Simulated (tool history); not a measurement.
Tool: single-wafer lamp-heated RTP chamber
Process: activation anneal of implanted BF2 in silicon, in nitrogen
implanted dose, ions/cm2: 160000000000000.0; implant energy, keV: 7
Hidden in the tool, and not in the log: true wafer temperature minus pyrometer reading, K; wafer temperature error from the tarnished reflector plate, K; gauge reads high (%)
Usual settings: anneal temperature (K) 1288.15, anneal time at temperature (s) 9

run	hour	anneal temperature (K)	anneal time at temperature (s)	wafers since the last listed run	wafers since the last pyrometer calibration	wafers since the reflector plate was cleaned	hours since the gauge calibration	read-back reference wafer on the same gauge, sheet resistance	sheet resistance of the implanted and annealed layer (ohm/square)
1	0	1288.15	9	0	1057	1586	247	963.65	823.19
2	28.7	1288.15	9	679	1736	2266	275.7	963.57	820.46
3	54.1	1288.15	9	601	2338	2868	301.1	963.86	819.15
4	79.3	1281.15	9	596	2935	3465	326.3	963.95	822.5
5	113.7	1288.15	9	814	3750	4279	360.7	964.55	815.04
6	143	1288.15	9	693	4443	4973	390	964.03	816.73
# hour 162.4: pyrometer window cleaned and pyrometer calibrated
7	174	1288.15	9	544	275	5518	421	963.9	820.18
8	191.6	1288.15	9	416	692	5935	438.6	964.19	820.83
# hour 253.3: reflector plate cleaned
9	256.8	1288.15	9	1354	2047	82	503.8	964.21	826.68
10	289	1288.15	7	762	2809	844	536	964.58	827.92
11	309.5	1288.15	7	485	3295	1330	556.5	963.93	825.13
# hour 325.7: gauge calibrated
# hour 374.5: pyrometer window cleaned and pyrometer calibrated
12	394	1288.15	9	1811	461	3141	68.3	964.1	821.49
13	422.5	1288.15	9	674	1136	3816	96.8	964.65	821.73
14	446.1	1288.15	9	558	1695	4375	120.4	964.26	821.28
15	472	1288.15	6	613	2309	4989	146.3	963.81	830.76
16	487.9	1295.15	9	376	2685	5365	162.2	963.72	813.92
17	511.4	1278.15	9	556	3242	5922	185.7	964.02	824.71
18	540.9	1267.15	4	698	3940	6621	215.2	963.7	844.1
# hour 555.5: pyrometer window cleaned and pyrometer calibrated
19	562.5	1288.15	9	322	165	6943	236.8	964.17	823.08
20	595.8	1266.15	11	788	953	7731	270.1	963.75	831.51
21	619.9	1288.15	4	570	1524	8302	294.2	963.86	836.28
# hour 648.3: reflector plate cleaned
22	648.8	1314.15	11	494	2019	11	323.1	963.5	802.37
23	658	1272.15	5	217	2237	229	332.3	964.14	843.79
24	677.5	1288.15	9	461	2699	691	351.8	963.94	825.04
25	697.7	1305.15	5	478	3177	1170	372	964.18	823.03
# hour 727.1: pyrometer window cleaned and pyrometer calibrated
26	727.6	1305.15	11	518	12	1688	401.9	963.73	807.66
27	749.5	1288.15	9	518	531	2207	423.8	963.95	823.05
28	779.4	1270.15	13	708	1239	2915	453.7	963.46	828.4
29	796.1	1288.15	9	395	1635	3311	470.4	963.72	821.8
30	814.6	1288.15	9	438	2073	3749	488.9	964.22	821.82
# hour 828.1: gauge calibrated
31	844.7	1288.15	14	712	2786	4462	16.6	963.91	805.99
32	870.9	1274.15	9	620	3406	5082	42.8	963.81	826.11
33	891.3	1271.15	5	483	3889	5565	63.2	963.44	838.35
# hour 921: pyrometer window cleaned and pyrometer calibrated
34	926.7	1288.15	5	648	134	6214	98.6	964.36	838.11

3 ways to go on from here, each from the tool as it stands after run 34. What would each give?
A	927.1	1288.15	9	9	144	6224	99	?	?
B	927.1	1315.15	9	9	144	6224	99	?	?
C	927.1	1288.15	12	9	144	6224	99	?	?

run	read-back reference wafer on the same gauge, sheet resistance	sheet resistance of the implanted and annealed layer (ohm/square)
A	964.53	822.92
B	964.53	806.45
C	964.53	815.33
Without the tool's hidden state the same runs would have given:
run	sheet resistance of the implanted and annealed layer (ohm/square)
A	829.13
B	812.1
C	822.19

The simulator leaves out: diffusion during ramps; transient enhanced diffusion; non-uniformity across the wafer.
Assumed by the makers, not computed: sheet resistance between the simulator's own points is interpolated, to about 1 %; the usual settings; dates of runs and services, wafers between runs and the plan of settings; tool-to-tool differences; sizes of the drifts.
